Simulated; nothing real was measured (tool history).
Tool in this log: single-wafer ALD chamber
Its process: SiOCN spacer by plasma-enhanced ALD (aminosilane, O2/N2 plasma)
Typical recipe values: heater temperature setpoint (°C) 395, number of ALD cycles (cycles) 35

run	hour	heater temperature setpoint (°C)	number of ALD cycles (cycles)	wafers since the last listed run	hours since the last thermocouple change	hours since the gauge calibration	read-back reference wafer on the same gauge, thickness_nm	mean film thickness on the monitor wafer (angstrom)
1	0.0	395	30	0	1071.0	195.2	2.373	18.66
2	16.3	395	30	65	1087.3	211.5	2.370	18.86
3	23.2	395	35	27	1094.2	218.4	2.371	21.85
4	37.4	395	35	57	1108.4	232.6	2.368	21.83
5	52.7	406	37	61	1123.7	247.9	2.365	22.52
6	69.1	406	37	66	1140.1	264.3	2.363	22.49
7	82.4	395	35	53	1153.4	277.6	2.361	21.82
8	97.4	395	35	60	1168.4	292.6	2.356	21.80
9	107.2	395	35	39	1178.2	302.4	2.358	21.82
10	120.7	395	39	54	1191.7	315.9	2.354	24.31
11	134.5	395	35	55	1205.5	329.7	2.351	21.74
12	143.3	395	35	35	1214.3	338.5	2.351	21.69
13	159.8	395	35	66	1230.8	355.0	2.347	21.57
14	166.8	395	35	28	1237.8	362.0	2.348	21.66
15	182.3	402	35	62	1253.3	377.5	2.342	21.48
16	197.4	402	35	60	1268.4	392.6	2.341	21.39
# hour 201.1: gauge calibrated
17	210.6	402	35	53	1281.6	9.5	2.385	21.88
18	229.9	391	35	77	1300.9	28.8	2.385	22.00
19	246.3	391	35	66	1317.3	45.2	2.384	22.00
20	255.5	395	33	37	1326.5	54.4	2.383	20.75
21	268.7	395	33	53	1339.7	67.6	2.383	20.67
22	282.8	395	35	56	1353.8	81.7	2.380	22.01
23	296.4	402	33	54	1367.4	95.3	2.383	20.60
24	306.3	408	35	39	1377.3	105.2	2.380	21.38
25	321.7	407	35	62	1392.7	120.6	2.378	21.40
26	339.1	395	35	70	1410.1	138.0	2.378	21.88
27	352.3	395	28	53	1423.3	151.2	2.378	17.57
28	363.4	401	29	44	1434.4	162.3	2.378	18.10
# hour 375.6: thermocouple changed; heater temperature recalibrated
29	376.8	403	30	21	1.2	175.7	2.374	18.65
30	387.6	395	35	43	12.0	186.5	2.372	21.92
31	396.2	400	41	34	20.6	195.1	2.374	25.50
32	406.1	402	40	39	30.5	205.0	2.370	24.76
33	417.3	380	29	45	41.7	216.2	2.371	18.19
34	434.3	382	29	68	58.7	233.2	2.370	18.06
35	445.7	385	29	45	70.1	244.6	2.365	18.07
36	490.1	387	37	178	114.5	289.0	2.359	23.05
37	501.7	395	35	46	126.1	300.6	2.358	21.64
38	509.7	408	39	32	134.1	308.6	2.358	23.54
39	519.4	385	42	39	143.8	318.3	2.356	26.08
40	527.3	390	38	31	151.7	326.2	2.354	23.64
41	535.2	395	35	31	159.6	334.1	2.353	21.80
42	547.3	405	32	48	171.7	346.2	2.353	19.42

Here are 5 independent what-if runs from the current tool condition. What would each one return?
A	547.8	395	29	2	172.2	346.7	?	?
B	547.8	381	35	2	172.2	346.7	?	?
C	547.8	403	32	2	172.2	346.7	?	?
D	547.8	390	29	2	172.2	346.7	?	?
E	547.8	399	35	2	172.2	346.7	?	?

run	read-back reference wafer on the same gauge, thickness_nm	mean film thickness on the monitor wafer (angstrom)
A	2.349	18.08
B	2.349	21.83
C	2.349	19.71
D	2.349	18.08
E	2.349	21.83
Had the tool no hidden state, the same runs would have come out as:
run	mean film thickness on the monitor wafer (angstrom)
A	18.31
B	22.10
C	19.95
D	18.31
E	22.10
